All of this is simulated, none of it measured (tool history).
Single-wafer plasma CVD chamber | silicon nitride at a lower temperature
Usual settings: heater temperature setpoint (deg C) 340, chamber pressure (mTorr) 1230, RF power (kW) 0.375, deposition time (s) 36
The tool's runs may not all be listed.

| run | hour | heater temperature setpoint (deg C) | chamber pressure (mTorr) | RF power (kW) | deposition time (s) | read-back reference wafer on the same gauge, thickness_nm | mean film thickness on the monitor wafer (angstrom) |
|---|---|---|---|---|---|---|---|
| 1 | 0 | 349 | 1230 | 0.375 | 36 | 42.319 | 449.09 |
| 2 | 106.8 | 349 | 1230 | 0.375 | 36 | 42.278 | 449.49 |
| 3 | 165.5 | 349 | 1230 | 0.375 | 36 | 42.35 | 449.38 |
| 4 | 242.3 | 340 | 1230 | 0.375 | 36 | 42.341 | 449.89 |
|  | 258.2 | RF generator calibrated |
| 5 | 291.4 | 340 | 1230 | 0.375 | 36 | 42.269 | 464.63 |
| 6 | 364.5 | 340 | 1230 | 0.375 | 36 | 42.312 | 464.29 |
| 7 | 432 | 340 | 1230 | 0.375 | 36 | 42.301 | 459.58 |
| 8 | 495.2 | 340 | 1230 | 0.375 | 36 | 42.358 | 462.24 |
| 9 | 564.2 | 336 | 1230 | 0.375 | 36 | 42.311 | 460.77 |
| 10 | 615.6 | 336 | 1230 | 0.375 | 36 | 42.271 | 461.3 |
|  | 683.9 | gauge calibrated |
| 11 | 773.3 | 340 | 1230 | 0.375 | 36 | 42.32 | 461.38 |
| 12 | 866.1 | 349 | 1230 | 0.42 | 36 | 42.312 | 499.56 |
|  | 906 | capacitance manometer re-zeroed and calibrated |
|  | 915.6 | showerhead replaced |
| 13 | 1013.3 | 332 | 1370 | 0.42 | 40.6 | 42.292 | 574.68 |
| 14 | 1104.4 | 340 | 1230 | 0.335 | 34.2 | 42.349 | 396.32 |
|  | 1143 | thermocouple changed; heater temperature recalibrated |
| 15 | 1197.4 | 332 | 1370 | 0.42 | 40.6 | 42.247 | 571.78 |
|  | 1216.9 | RF generator calibrated |
| 16 | 1304.6 | 353 | 1420 | 0.435 | 29.3 | 42.24 | 434.01 |
| 17 | 1361.2 | 347 | 1000 | 0.375 | 36 | 42.231 | 418.6 |

The next listed run, before its measurement:
| 18 | 1450.8 | 329 | 1230 | 0.375 | 36 | ? | ? |

{"run 18": {"read-back reference wafer on the same gauge, thickness_nm": 42.331, "mean film thickness on the monitor wafer (angstrom)": 461.21}}
Without the tool's hidden state the same run would have given mean film thickness on the monitor wafer (angstrom) 462.85.
